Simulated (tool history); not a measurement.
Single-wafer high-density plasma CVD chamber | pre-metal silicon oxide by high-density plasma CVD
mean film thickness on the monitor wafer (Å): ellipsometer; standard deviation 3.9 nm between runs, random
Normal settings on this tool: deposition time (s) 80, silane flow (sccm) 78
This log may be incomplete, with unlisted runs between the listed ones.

run   hour  deposition time (s)  silane flow (sccm)  read-back reference wafer on the same gauge, thickness_nm  mean film thickness on the monitor wafer (Å)
  1      0                   80                  69                                                    722.029                                       6019.81
  2   17.7                 83.7                  78                                                    722.241                                       7018.04
  3     25                 83.7                  78                                                    723.964                                        7061.8
  4     66                 83.7                  78                                                    722.723                                       6998.97
  5   78.4                   80                  78                                                     719.84                                       6688.09
  6   96.3                   80                  78                                                    722.436                                       6729.89
  7  133.6                   80                  78                                                    722.054                                       6733.97
  8  142.5                   80                  78                                                    723.182                                       6677.78
  9  155.5                   80                  71                                                    720.826                                       6223.95
 10  173.2                   80                  78                                                    722.849                                       6735.57
 11  188.4                   80                  84                                                    721.942                                       7107.49
 12  199.7                   80                  84                                                    721.016                                       7114.57
 13  213.4                   80                  78                                                     721.39                                       6617.15
 14  228.9                 84.5                  84                                                    721.558                                       7551.42
 15  244.6                   80                  78                                                    721.542                                       6736.43
 16    254                   80                  78                                                    722.454                                       6673.21
 17  269.4                   80                  78                                                    721.165                                       6690.83
 18    283                   80                  78                                                    721.671                                       6669.77
 19  295.8                   80                  78                                                    722.568                                       6793.38
 20  317.6                   80                  78                                                     721.29                                        6698.6
 21    335                 87.6                  78                                                    722.758                                       7353.32
 22  351.7                 87.6                  78                                                    722.359                                       7435.16
 23  355.1                 74.2                  78                                                    722.234                                       6229.88
 24  371.9                   90                  78                                                    722.305                                        7534.6
 25  379.1                   80                  78                                                     722.39                                       6706.12
 26  397.1                 92.7                  90                                                    722.523                                        8948.1
 27  413.5                 71.5                  86                                                     721.89                                       6542.24
 28  422.3                 85.8                  69                                                    721.345                                        6421.1
 29  439.8                   80                  78                                                    722.184                                       6710.53
 30  453.6                 94.1                  82                                                    721.385                                       8184.43
 31  465.9                 64.6                  78                                                    721.299                                       5382.15
 32  476.4                   73                  82                                                    722.798                                        6461.7
 33  492.5                 68.6                  68                                                    720.813                                       5096.77
 34  503.8                 64.6                  74                                                    722.318                                       5145.08
 35  521.2                 64.4                  83                                                    722.506                                       5639.95
 36  534.3                   80                  78                                                    721.652                                       6663.53
 37  550.1                   80                  68                                                    722.666                                       5936.23
 38  561.3                   80                  90                                                    724.088                                       7611.98
 39  584.8                   80                  73                                                    722.065                                       6346.64
 40  594.1                 73.4                  86                                                    722.447                                       6712.66
 41  610.9                 68.6                  68                                                    720.513                                       5138.24
 42  622.3                 73.9                  86                                                     721.06                                       6728.44
 43    629                 91.3                  93                                                    721.952                                       9018.13
 44  636.3                   80                  78                                                    722.886                                       6735.04
 45  642.7                   80                  78                                                    723.197                                       6709.23

Withheld: 2 entries from between the runs. Position of each, and hidden state at the listed run before versus the listed run after:
In the gap between runs 21 and 22: silane flow controller replaced (hour 351.2)
  the hidden state is the same at both runs
In the gap between runs 32 and 33: gauge calibrated (hour 481.2)
  the hidden state is the same at both runs

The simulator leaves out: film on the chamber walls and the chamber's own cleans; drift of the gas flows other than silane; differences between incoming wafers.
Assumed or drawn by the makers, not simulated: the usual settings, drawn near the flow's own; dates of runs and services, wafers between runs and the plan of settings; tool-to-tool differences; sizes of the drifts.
